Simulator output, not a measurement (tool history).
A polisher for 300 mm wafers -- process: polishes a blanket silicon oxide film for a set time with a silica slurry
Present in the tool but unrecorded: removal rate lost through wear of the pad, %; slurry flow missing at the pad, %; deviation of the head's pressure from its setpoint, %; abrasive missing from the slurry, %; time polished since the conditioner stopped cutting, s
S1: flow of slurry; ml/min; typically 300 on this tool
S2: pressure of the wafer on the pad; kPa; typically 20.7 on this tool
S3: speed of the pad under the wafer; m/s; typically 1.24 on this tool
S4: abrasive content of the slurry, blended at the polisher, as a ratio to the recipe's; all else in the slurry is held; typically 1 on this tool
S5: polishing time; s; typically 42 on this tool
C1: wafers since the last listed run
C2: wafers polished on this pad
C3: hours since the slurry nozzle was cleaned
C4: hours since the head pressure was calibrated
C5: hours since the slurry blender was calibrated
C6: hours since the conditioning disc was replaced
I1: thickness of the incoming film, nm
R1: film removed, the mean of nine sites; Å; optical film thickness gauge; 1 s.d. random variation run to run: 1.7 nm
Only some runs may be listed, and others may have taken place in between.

run,day,S1,S2,S3,S4,S5,C1,C2,C3,C4,C5,C6,I1,R1
1,0,300,20.7,1.24,1,42,0,436,267.9,855,125.2,243.8,718.1,1198
2,2.271,300,20.7,1.24,1,42,554,990,322.4,909.5,179.7,298.3,738.1,1189
3,4.817,300,20.7,1.24,1.1,42,621,1611,383.5,970.6,240.8,359.4,735.7,1259
# day 6.158: worn pad replaced by a new one
4,7.258,300,20.7,1.24,1.1,42,555,268,442.1,1029.2,299.4,418,733.9,1261
# day 8.958: conditioning disc replaced and pad reconditioned
5,9.421,300,24.1,1.34,1,42,507,775,494,1081.1,351.3,11.1,727.3,1466
# day 11.996: slurry nozzle cleaned
6,12.017,300,24.1,1.34,1,42,623,1398,0.5,1143.4,413.6,73.4,743.1,1529
# day 14.308: worn pad replaced by a new one
7,14.329,300,24.1,1.34,1,42,523,5,56,1198.9,469.1,128.9,724.1,1535
8,15.554,300,20.7,1.24,1,42,298,304,85.4,1228.3,498.5,158.3,741.4,1254
# day 15.642: slurry blender recalibrated
9,18.396,300,20.7,1.24,1,42,673,977,153.6,1296.5,66.1,226.5,729.2,1197
10,20.379,300,20.7,1.24,0.85,33,484,1461,201.2,1344.1,113.7,274.1,733.9,849
# day 21.675: worn pad replaced by a new one, of another model than before
11,22.396,300,20.7,1.24,0.85,33,451,175,249.6,1392.5,162.1,322.5,736.3,834
12,24.071,300,17.9,1.6,1.15,42,408,584,289.8,1432.7,202.3,362.7,727.2,1446
13,25.183,300,20.7,1.24,1,42,271,856,316.5,1459.4,229,389.4,734,1227
14,26.483,345,20.7,1.38,1.1,42,317,1173,347.7,1490.6,260.2,420.6,718.1,1415
15,28.004,245,20.7,1.24,1,42,371,1544,384.2,1527.1,296.7,457.1,717.5,1179
16,29.546,300,17.9,1.24,1.15,34,376,1920,421.2,1564.1,333.7,494.1,729,989
# day 29.638: head pressure recalibrated
# day 29.833: conditioning disc replaced and pad reconditioned
# day 30.838: worn pad replaced by a new one
# day 31.254: slurry nozzle cleaned
# day 31.658: slurry blender recalibrated
17,31.862,210,20.7,1.64,1.15,42,453,219,14.6,53.4,4.9,48.7,733.2,1529
18,33.096,245,15.9,0.96,1.1,42,301,520,44.2,83,34.5,78.3,736.2,969
19,34.146,300,20.7,1.24,1,42,256,777,69.4,108.2,59.7,103.5,732.1,1239
20,36.142,300,20.7,1.24,0.8,52,487,1264,117.3,156.1,107.6,151.4,732.8,1227
21,38.583,300,20.7,1.24,0.8,42,595,1860,175.9,214.7,166.2,210,734.7,1004
# day 39.346: worn pad replaced by a new one
22,39.996,300,20.7,0.94,1,42,304,158,209.8,248.6,200.1,243.9,731.8,1050

Give the tool's hidden conditions for every run:
removal rate lost through wear of the pad, %: 0, the same for each run
deviation of the head's pressure from its setpoint, %: 0, the same for each run
abrasive missing from the slurry, %: 0, the same for each run
time polished since the conditioner stopped cutting, s: 0, the same for each run
H1: slurry flow missing at the pad, %
run,H1
1,17.8
2,22.9
3,29.9
4,37.6
5,45.5
6,5.86
7,6.36
8,7.03
9,9.65
10,12.4
11,15.9
12,19.4
13,22
14,25.3
15,29.6
16,34.4
17,0.306
18,0.586
19,1.05
20,2.48
21,5.24
22,7.34
